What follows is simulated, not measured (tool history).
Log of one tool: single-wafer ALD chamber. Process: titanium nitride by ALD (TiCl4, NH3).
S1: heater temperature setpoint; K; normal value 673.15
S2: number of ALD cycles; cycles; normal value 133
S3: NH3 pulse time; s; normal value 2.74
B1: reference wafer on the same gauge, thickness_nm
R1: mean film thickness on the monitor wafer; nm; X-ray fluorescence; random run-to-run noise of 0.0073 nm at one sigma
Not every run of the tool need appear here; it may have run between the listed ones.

run,hour,S1,S2,S3,B1,R1
1,0,673.15,133,2.74,2.691,2.911
2,7,673.15,133,2.74,2.689,2.916
3,18.8,673.15,133,2.74,2.69,2.931
# hour 24.1: gauge calibrated
4,30.2,673.15,133,2.74,2.691,2.914
5,39.4,673.15,133,2.74,2.692,2.921
6,55.8,673.15,133,2.74,2.691,2.917
7,68.8,673.15,133,2.74,2.691,2.928
8,77.6,673.15,133,2.74,2.692,2.912
# hour 93: showerhead replaced
# hour 98.5: thermocouple changed; heater temperature recalibrated
9,121.4,673.15,133,2.74,2.69,2.921
10,131.1,673.15,116,2.06,2.691,2.526

Run 11 is up next; what results do you expect?
11,138.1,673.15,133,3.41,?,?

B1: 2.691
R1: 2.931 nm
The same run, on a tool lacking any hidden state, would have yielded R1 2.931 nm.
